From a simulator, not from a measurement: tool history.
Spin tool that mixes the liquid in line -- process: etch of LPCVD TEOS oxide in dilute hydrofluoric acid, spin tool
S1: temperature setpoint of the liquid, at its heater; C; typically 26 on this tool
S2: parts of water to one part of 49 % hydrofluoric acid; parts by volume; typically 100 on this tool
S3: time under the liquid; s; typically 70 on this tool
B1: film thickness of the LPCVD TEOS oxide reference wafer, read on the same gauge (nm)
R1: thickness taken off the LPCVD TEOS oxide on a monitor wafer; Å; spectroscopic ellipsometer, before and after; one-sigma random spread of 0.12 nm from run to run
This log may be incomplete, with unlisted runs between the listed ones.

| run | day | S1 | S2 | S3 | B1 | R1 |
|---|---|---|---|---|---|---|
| 1 | 0 | 26 | 100 | 70 | 109.98 | 158 |
| 2 | 3.542 | 26 | 100 | 70 | 110.01 | 160.3 |
|  | 5.325 | hydrofluoric acid flow meter replaced |
| 3 | 5.838 | 26 | 100 | 70 | 110.01 | 169 |
| 4 | 9.342 | 26 | 100 | 70 | 109.98 | 168.1 |
| 5 | 12.633 | 26 | 80 | 70 | 110 | 215.4 |
| 6 | 14.933 | 23.5 | 100 | 70 | 109.98 | 150.6 |
| 7 | 16.746 | 23.5 | 100 | 70 | 110.02 | 152.5 |
| 8 | 21.096 | 26 | 90 | 70 | 110 | 187.6 |
| 9 | 23.638 | 26 | 90 | 70 | 109.99 | 185.7 |
| 10 | 27.429 | 26 | 100 | 90 | 109.99 | 212.9 |
| 11 | 30.6 | 28.5 | 60 | 70 | 110 | 316 |
| 12 | 32.854 | 26 | 100 | 90 | 109.99 | 209.7 |
| 13 | 37.333 | 30 | 100 | 70 | 110 | 192 |
| 14 | 40.446 | 24 | 80 | 70 | 110 | 192.4 |
| 15 | 42.067 | 26 | 120 | 70 | 109.99 | 130.2 |
|  | 44.3 | gauge calibrated |
|  | 44.858 | thermometer replaced |
| 16 | 50.421 | 28.5 | 60 | 70 | 110.03 | 321.2 |
| 17 | 52.238 | 26 | 100 | 70 | 110 | 164.7 |
| 18 | 55.783 | 27.5 | 140 | 70 | 110 | 116.2 |
| 19 | 59.162 | 28 | 65 | 70 | 110.01 | 282.4 |
| 20 | 61.925 | 26 | 140 | 70 | 109.98 | 108.2 |
| 21 | 64.762 | 26 | 135 | 85 | 110.01 | 138.3 |
| 22 | 67.083 | 29.5 | 100 | 85 | 110 | 223.1 |
| 23 | 70.458 | 26 | 115 | 110 | 109.98 | 211.5 |
| 24 | 73.021 | 26 | 130 | 70 | 110.01 | 117.6 |
|  | 73.421 | hydrofluoric acid flow meter replaced |
| 25 | 75.742 | 23 | 55 | 70 | 110.03 | 283.1 |
| 26 | 79.45 | 22 | 145 | 70 | 109.97 | 92 |
| 27 | 81.262 | 24.5 | 120 | 70 | 109.98 | 125.8 |
| 28 | 83.729 | 26 | 55 | 70 | 109.99 | 313.5 |
| 29 | 87.958 | 30.5 | 150 | 35 | 110 | 60.6 |
| 30 | 90.146 | 24.5 | 130 | 110 | 109.99 | 177.4 |
| 31 | 94.062 | 26 | 130 | 70 | 109.98 | 120.5 |
| 32 | 96.146 | 30.5 | 115 | 100 | 110 | 230.9 |

What was the tool's hidden state at every run in the log?
gauge reads high (%): 0 in every run
H1: liquid colder than its thermometer reads (K)
H2: hydrofluoric acid flow below the setpoint (%)
| run | H1 | H2 |
|---|---|---|
| 1 | 0.144 | 5.49 |
| 2 | 0.214 | 5.73 |
| 3 | 0.259 | 0.117 |
| 4 | 0.328 | 0.354 |
| 5 | 0.393 | 0.577 |
| 6 | 0.438 | 0.733 |
| 7 | 0.474 | 0.856 |
| 8 | 0.559 | 1.15 |
| 9 | 0.609 | 1.32 |
| 10 | 0.684 | 1.58 |
| 11 | 0.746 | 1.8 |
| 12 | 0.791 | 1.95 |
| 13 | 0.879 | 2.25 |
| 14 | 0.94 | 2.46 |
| 15 | 0.972 | 2.57 |
| 16 | 0.198 | 3.14 |
| 17 | 0.234 | 3.26 |
| 18 | 0.304 | 3.5 |
| 19 | 0.37 | 3.73 |
| 20 | 0.425 | 3.92 |
| 21 | 0.481 | 4.11 |
| 22 | 0.526 | 4.27 |
| 23 | 0.593 | 4.5 |
| 24 | 0.643 | 4.67 |
| 25 | 0.697 | 0.599 |
| 26 | 0.769 | 0.85 |
| 27 | 0.805 | 0.973 |
| 28 | 0.854 | 1.14 |
| 29 | 0.937 | 1.43 |
| 30 | 0.98 | 1.58 |
| 31 | 1.06 | 1.84 |
| 32 | 1.1 | 1.98 |

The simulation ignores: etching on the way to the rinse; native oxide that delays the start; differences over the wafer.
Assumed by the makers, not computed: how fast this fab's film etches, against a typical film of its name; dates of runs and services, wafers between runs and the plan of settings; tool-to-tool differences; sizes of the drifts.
